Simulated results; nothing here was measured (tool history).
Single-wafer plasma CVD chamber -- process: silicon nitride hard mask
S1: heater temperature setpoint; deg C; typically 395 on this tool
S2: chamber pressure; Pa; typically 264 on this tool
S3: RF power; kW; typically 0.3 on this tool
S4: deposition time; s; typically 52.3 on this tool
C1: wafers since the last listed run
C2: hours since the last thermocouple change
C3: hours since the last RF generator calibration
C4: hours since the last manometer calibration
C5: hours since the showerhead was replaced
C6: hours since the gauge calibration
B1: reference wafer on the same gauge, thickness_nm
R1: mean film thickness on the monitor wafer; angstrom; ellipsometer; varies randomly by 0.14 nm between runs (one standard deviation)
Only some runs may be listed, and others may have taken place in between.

run 1 hour=0 | S1=395 S2=264 S3=0.28 S4=46.5 | C1=0 C2=2389.8 C3=853.8 C4=1092.7 C5=4557.9 C6=1159.9 | B1=50.695 | R1=506.4
run 2 hour=58.6 | S1=395 S2=264 S3=0.28 S4=46.5 | C1=1327 C2=2448.4 C3=912.4 C4=1151.3 C5=4616.5 C6=1218.5 | B1=50.69 | R1=506.58
run 3 hour=142.9 | S1=395 S2=264 S3=0.3 S4=52.3 | C1=1909 C2=2532.7 C3=996.7 C4=1235.6 C5=4700.8 C6=1302.8 | B1=50.684 | R1=595.13
run 4 hour=218.8 | S1=395 S2=223 S3=0.3 S4=59.3 | C1=1719 C2=2608.6 C3=1072.6 C4=1311.5 C5=4776.7 C6=1378.7 | B1=50.696 | R1=660.21
-- hour=236.1 RF generator calibrated
run 5 hour=297.8 | S1=395 S2=223 S3=0.3 S4=59.3 | C1=1608 C2=2687.6 C3=61.7 C4=1390.5 C5=4855.7 C6=1457.7 | B1=50.705 | R1=660.19
run 6 hour=345.3 | S1=395 S2=223 S3=0.3 S4=59.3 | C1=1075 C2=2735.1 C3=109.2 C4=1438 C5=4903.2 C6=1505.2 | B1=50.714 | R1=661.19
-- hour=373.3 thermocouple changed; heater temperature recalibrated
run 7 hour=397.6 | S1=405 S2=264 S3=0.3 S4=52.3 | C1=1003 C2=24.3 C3=161.5 C4=1490.3 C5=4955.5 C6=1557.5 | B1=50.724 | R1=593.45
-- hour=419.8 gauge calibrated
run 8 hour=471.7 | S1=395 S2=329 S3=0.255 S4=52.3 | C1=1678 C2=98.4 C3=235.6 C4=1564.4 C5=5029.6 C6=51.9 | B1=50.689 | R1=558.09
run 9 hour=565 | S1=395 S2=291 S3=0.36 S4=60.5 | C1=2113 C2=191.7 C3=328.9 C4=1657.7 C5=5122.9 C6=145.2 | B1=50.709 | R1=773.39
run 10 hour=643.5 | S1=395 S2=216 S3=0.3 S4=62.7 | C1=1778 C2=270.2 C3=407.4 C4=1736.2 C5=5201.4 C6=223.7 | B1=50.716 | R1=696.15
run 11 hour=702 | S1=380 S2=264 S3=0.275 S4=43.1 | C1=1325 C2=328.7 C3=465.9 C4=1794.7 C5=5259.9 C6=282.2 | B1=50.691 | R1=469.36
-- hour=712.9 showerhead replaced
run 12 hour=805 | S1=395 S2=329 S3=0.255 S4=52.3 | C1=2151 C2=431.7 C3=568.9 C4=1897.7 C5=92.1 C6=385.2 | B1=50.695 | R1=558.48
run 13 hour=854.1 | S1=395 S2=264 S3=0.3 S4=48.1 | C1=1112 C2=480.8 C3=618 C4=1946.8 C5=141.2 C6=434.3 | B1=50.709 | R1=548.89
-- hour=953.7 capacitance manometer re-zeroed and calibrated
run 14 hour=957.5 | S1=389 S2=296 S3=0.32 S4=57.1 | C1=2160 C2=584.2 C3=721.4 C4=3.8 C5=244.6 C6=537.7 | B1=50.668 | R1=692.46
run 15 hour=997.4 | S1=395 S2=205 S3=0.3 S4=43.1 | C1=903 C2=624.1 C3=761.3 C4=43.7 C5=284.5 C6=577.6 | B1=50.697 | R1=479.72
run 16 hour=1041.2 | S1=395 S2=264 S3=0.3 S4=52.3 | C1=992 C2=667.9 C3=805.1 C4=87.5 C5=328.3 C6=621.4 | B1=50.718 | R1=597.69
run 17 hour=1110.7 | S1=395 S2=264 S3=0.3 S4=52.3 | C1=1574 C2=737.4 C3=874.6 C4=157 C5=397.8 C6=690.9 | B1=50.701 | R1=599.32
run 18 hour=1174.6 | S1=395 S2=324 S3=0.3 S4=45 | C1=1447 C2=801.3 C3=938.5 C4=220.9 C5=461.7 C6=754.8 | B1=50.692 | R1=532.58
-- hour=1278.7 RF generator calibrated
run 19 hour=1279.5 | S1=395 S2=264 S3=0.3 S4=52.3 | C1=2194 C2=906.2 C3=0.8 C4=325.8 C5=566.6 C6=859.7 | B1=50.685 | R1=599.71
run 20 hour=1318.9 | S1=395 S2=264 S3=0.3 S4=52.3 | C1=892 C2=945.6 C3=40.2 C4=365.2 C5=606 C6=899.1 | B1=50.704 | R1=601.07
run 21 hour=1393.3 | S1=405 S2=220 S3=0.355 S4=48.2 | C1=1685 C2=1020 C3=114.6 C4=439.6 C5=680.4 C6=973.5 | B1=50.692 | R1=593.47
run 22 hour=1498.7 | S1=403 S2=243 S3=0.3 S4=56.5 | C1=2387 C2=1125.4 C3=220 C4=545 C5=785.8 C6=1078.9 | B1=50.673 | R1=639.16
-- hour=1593.9 capacitance manometer re-zeroed and calibrated, repeated, since the last time left the tool worse
run 23 hour=1598.6 | S1=395 S2=264 S3=0.27 S4=52.3 | C1=2081 C2=1225.3 C3=319.9 C4=4.7 C5=885.7 C6=1178.8 | B1=50.712 | R1=557.09
run 24 hour=1680.5 | S1=395 S2=264 S3=0.32 S4=52.3 | C1=1855 C2=1307.2 C3=401.8 C4=86.6 C5=967.6 C6=1260.7 | B1=50.709 | R1=615.7
run 25 hour=1779.3 | S1=395 S2=264 S3=0.3 S4=52.3 | C1=2237 C2=1406 C3=500.6 C4=185.4 C5=1066.4 C6=1359.5 | B1=50.707 | R1=591.26
run 26 hour=1877.7 | S1=395 S2=264 S3=0.3 S4=52.3 | C1=2228 C2=1504.4 C3=599 C4=283.8 C5=1164.8 C6=1457.9 | B1=50.697 | R1=595.94
run 27 hour=1937.8 | S1=406 S2=264 S3=0.3 S4=52.3 | C1=1361 C2=1564.5 C3=659.1 C4=343.9 C5=1224.9 C6=1518 | B1=50.69 | R1=591.96

Consider 5 possible next runs. They are alternatives, not a sequence: every one starts from the tool as it was left by run 27. What does each give?
run A hour=1938.2 | S1=395 S2=264 S3=0.3 S4=62.5 | C1=9 C2=1564.9 C3=659.5 C4=344.3 C5=1225.3 C6=1518.4 | B1=? | R1=?
run B hour=1938.2 | S1=395 S2=281 S3=0.285 S4=52.3 | C1=9 C2=1564.9 C3=659.5 C4=344.3 C5=1225.3 C6=1518.4 | B1=? | R1=?
run C hour=1938.2 | S1=395 S2=299 S3=0.33 S4=52.3 | C1=9 C2=1564.9 C3=659.5 C4=344.3 C5=1225.3 C6=1518.4 | B1=? | R1=?
run D hour=1938.2 | S1=404 S2=285 S3=0.3 S4=55.9 | C1=9 C2=1564.9 C3=659.5 C4=344.3 C5=1225.3 C6=1518.4 | B1=? | R1=?
run E hour=1938.2 | S1=404 S2=264 S3=0.3 S4=52.3 | C1=9 C2=1564.9 C3=659.5 C4=344.3 C5=1225.3 C6=1518.4 | B1=? | R1=?

run=A B1=50.678 R1=710.35
run=B B1=50.678 R1=581.45
run=C B1=50.678 R1=639.14
run=D B1=50.678 R1=639.18
run=E B1=50.678 R1=591.99
What these runs would have given with no unlogged condition in the tool:
run=A R1=709.85
run=B R1=581.05
run=C R1=638.7
run=D R1=638.74
run=E R1=591.59
